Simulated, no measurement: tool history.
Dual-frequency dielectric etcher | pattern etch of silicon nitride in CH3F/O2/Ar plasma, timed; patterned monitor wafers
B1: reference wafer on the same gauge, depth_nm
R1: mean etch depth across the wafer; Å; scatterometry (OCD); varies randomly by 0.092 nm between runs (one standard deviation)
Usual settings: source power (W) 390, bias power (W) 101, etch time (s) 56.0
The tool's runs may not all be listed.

run 1 day=0.000 | source_power_(W)=320 bias_power_(W)=101 etch_time_(s)=56.0 | B1=39.12 | R1=368.6
-- day=1.942 source power generator calibrated
run 2 day=4.675 | source_power_(W)=320 bias_power_(W)=101 etch_time_(s)=56.0 | B1=39.08 | R1=365.7
run 3 day=9.471 | source_power_(W)=390 bias_power_(W)=101 etch_time_(s)=56.0 | B1=39.07 | R1=392.8
run 4 day=12.108 | source_power_(W)=390 bias_power_(W)=101 etch_time_(s)=56.0 | B1=39.10 | R1=391.1
-- day=12.925 bias power generator calibrated
-- day=13.308 wet clean of the chamber
-- day=14.192 upper electrode replaced
run 5 day=14.212 | source_power_(W)=390 bias_power_(W)=101 etch_time_(s)=56.0 | B1=39.12 | R1=395.4
run 6 day=15.004 | source_power_(W)=350 bias_power_(W)=93 etch_time_(s)=41.5 | B1=39.11 | R1=275.1
run 7 day=17.175 | source_power_(W)=420 bias_power_(W)=88 etch_time_(s)=63.0 | B1=39.10 | R1=440.9
run 8 day=18.458 | source_power_(W)=340 bias_power_(W)=120 etch_time_(s)=56.0 | B1=39.09 | R1=390.5
run 9 day=20.125 | source_power_(W)=390 bias_power_(W)=101 etch_time_(s)=56.0 | B1=39.11 | R1=393.9
-- day=22.612 gauge calibrated
run 10 day=22.996 | source_power_(W)=390 bias_power_(W)=116 etch_time_(s)=50.5 | B1=39.11 | R1=364.8
run 11 day=24.988 | source_power_(W)=390 bias_power_(W)=101 etch_time_(s)=56.0 | B1=39.08 | R1=390.6
run 12 day=26.742 | source_power_(W)=390 bias_power_(W)=101 etch_time_(s)=56.0 | B1=39.12 | R1=390.3
run 13 day=29.529 | source_power_(W)=430 bias_power_(W)=116 etch_time_(s)=66.0 | B1=39.12 | R1=495.7
run 14 day=31.212 | source_power_(W)=350 bias_power_(W)=101 etch_time_(s)=62.5 | B1=39.07 | R1=418.1
run 15 day=33.925 | source_power_(W)=390 bias_power_(W)=101 etch_time_(s)=56.0 | B1=39.08 | R1=388.5
-- day=41.946 wet clean of the chamber
run 16 day=42.500 | source_power_(W)=480 bias_power_(W)=77 etch_time_(s)=56.0 | B1=39.15 | R1=402.6
run 17 day=45.112 | source_power_(W)=390 bias_power_(W)=101 etch_time_(s)=56.0 | B1=39.09 | R1=395.8

Run 18 comes next. What will it give?
run 18 day=46.779 | source_power_(W)=390 bias_power_(W)=101 etch_time_(s)=56.0 | B1=? | R1=?

B1: 39.11
R1: 394.8 Å
Were there no unlogged condition in the tool, this run, its random variation unchanged, would have produced R1 393.9 Å.
